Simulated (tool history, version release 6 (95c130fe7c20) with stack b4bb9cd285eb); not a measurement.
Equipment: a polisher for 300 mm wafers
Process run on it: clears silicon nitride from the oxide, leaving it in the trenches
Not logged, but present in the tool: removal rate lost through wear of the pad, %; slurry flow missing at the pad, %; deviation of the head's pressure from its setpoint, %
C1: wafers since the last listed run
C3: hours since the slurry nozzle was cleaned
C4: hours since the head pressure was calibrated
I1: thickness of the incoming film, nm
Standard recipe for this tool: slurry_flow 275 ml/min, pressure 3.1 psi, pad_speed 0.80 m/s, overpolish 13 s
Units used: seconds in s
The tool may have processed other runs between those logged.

run 1 hour=0.0 | slurry_flow=275 pressure=3.1 pad_speed=0.80 overpolish=13 | C1=0 wafers_polished_on_this_pad=523 C3=625.8 C4=887.3 | I1=65.6 | seconds=72.9
-- hour=73.8 worn pad replaced by a new one
run 2 hour=97.7 | slurry_flow=275 pressure=3.1 pad_speed=0.80 overpolish=13 | C1=883 wafers_polished_on_this_pad=225 C3=723.5 C4=985.0 | I1=65.5 | seconds=71.0
run 3 hour=125.1 | slurry_flow=275 pressure=3.1 pad_speed=0.80 overpolish=13 | C1=258 wafers_polished_on_this_pad=483 C3=750.9 C4=1012.4 | I1=65.2 | seconds=71.1
run 4 hour=154.2 | slurry_flow=275 pressure=3.1 pad_speed=0.80 overpolish=13 | C1=274 wafers_polished_on_this_pad=758 C3=780.0 C4=1041.5 | I1=66.0 | seconds=72.5
run 5 hour=189.2 | slurry_flow=275 pressure=3.1 pad_speed=0.80 overpolish=13 | C1=329 wafers_polished_on_this_pad=1088 C3=815.0 C4=1076.5 | I1=65.1 | seconds=72.0
-- hour=220.2 worn pad replaced by a new one
run 6 hour=257.6 | slurry_flow=275 pressure=3.1 pad_speed=0.80 overpolish=13 | C1=607 wafers_polished_on_this_pad=352 C3=883.4 C4=1144.9 | I1=65.0 | seconds=69.8
-- hour=294.0 slurry nozzle cleaned
run 7 hour=294.5 | slurry_flow=275 pressure=2.9 pad_speed=0.80 overpolish=13 | C1=338 wafers_polished_on_this_pad=691 C3=0.5 C4=1181.8 | I1=64.6 | seconds=73.6
-- hour=346.2 worn pad replaced by a new one
run 8 hour=346.7 | slurry_flow=275 pressure=2.9 pad_speed=0.80 overpolish=13 | C1=454 wafers_polished_on_this_pad=4 C3=52.7 C4=1234.0 | I1=65.7 | seconds=74.1
-- hour=381.8 head pressure recalibrated
run 9 hour=394.6 | slurry_flow=325 pressure=3.1 pad_speed=0.80 overpolish=9 | C1=432 wafers_polished_on_this_pad=437 C3=100.6 C4=12.8 | I1=65.8 | seconds=77.3
run 10 hour=462.9 | slurry_flow=275 pressure=3.4 pad_speed=1.02 overpolish=8 | C1=643 wafers_polished_on_this_pad=1081 C3=168.9 C4=81.1 | I1=65.4 | seconds=59.2
-- hour=486.4 worn pad replaced by a new one
run 11 hour=488.5 | slurry_flow=225 pressure=2.4 pad_speed=0.66 overpolish=7 | C1=203 wafers_polished_on_this_pad=19 C3=194.5 C4=106.7 | I1=66.4 | seconds=110.0
run 12 hour=516.7 | slurry_flow=275 pressure=3.1 pad_speed=0.80 overpolish=13 | C1=265 wafers_polished_on_this_pad=285 C3=222.7 C4=134.9 | I1=63.7 | seconds=75.3
run 13 hour=582.9 | slurry_flow=275 pressure=3.1 pad_speed=0.80 overpolish=13 | C1=624 wafers_polished_on_this_pad=909 C3=288.9 C4=201.1 | I1=65.0 | seconds=76.4
run 14 hour=626.4 | slurry_flow=275 pressure=3.1 pad_speed=0.80 overpolish=16 | C1=410 wafers_polished_on_this_pad=1319 C3=332.4 C4=244.6 | I1=65.0 | seconds=78.2
-- hour=643.1 worn pad replaced by a new one
run 15 hour=689.0 | slurry_flow=305 pressure=3.1 pad_speed=0.66 overpolish=13 | C1=552 wafers_polished_on_this_pad=433 C3=395.0 C4=307.2 | I1=64.5 | seconds=89.4
run 16 hour=738.4 | slurry_flow=275 pressure=3.1 pad_speed=0.80 overpolish=13 | C1=465 wafers_polished_on_this_pad=898 C3=444.4 C4=356.6 | I1=65.4 | seconds=77.5

For some of the steps in seconds from one run to the next: how much would appear even if the tool had no hidden state, given the settings, what came in and random variation, and how much remains for the hidden state plus any gauge scatter that the measured result and the result without hidden state don't share?
Run 8 -> 9: slurry_flow 275 -> 325, pressure 2.9 -> 3.1, overpolish 13 -> 9, head pressure recalibrated. seconds +3.2 s: hidden state +9.4, all else -6.2.
Run 10 -> 11: slurry_flow 275 -> 225, pressure 3.4 -> 2.4, pad_speed 1.02 -> 0.66, overpolish 8 -> 7, worn pad replaced by a new one. seconds +50.8 s: hidden state -2.3, all else +53.1.
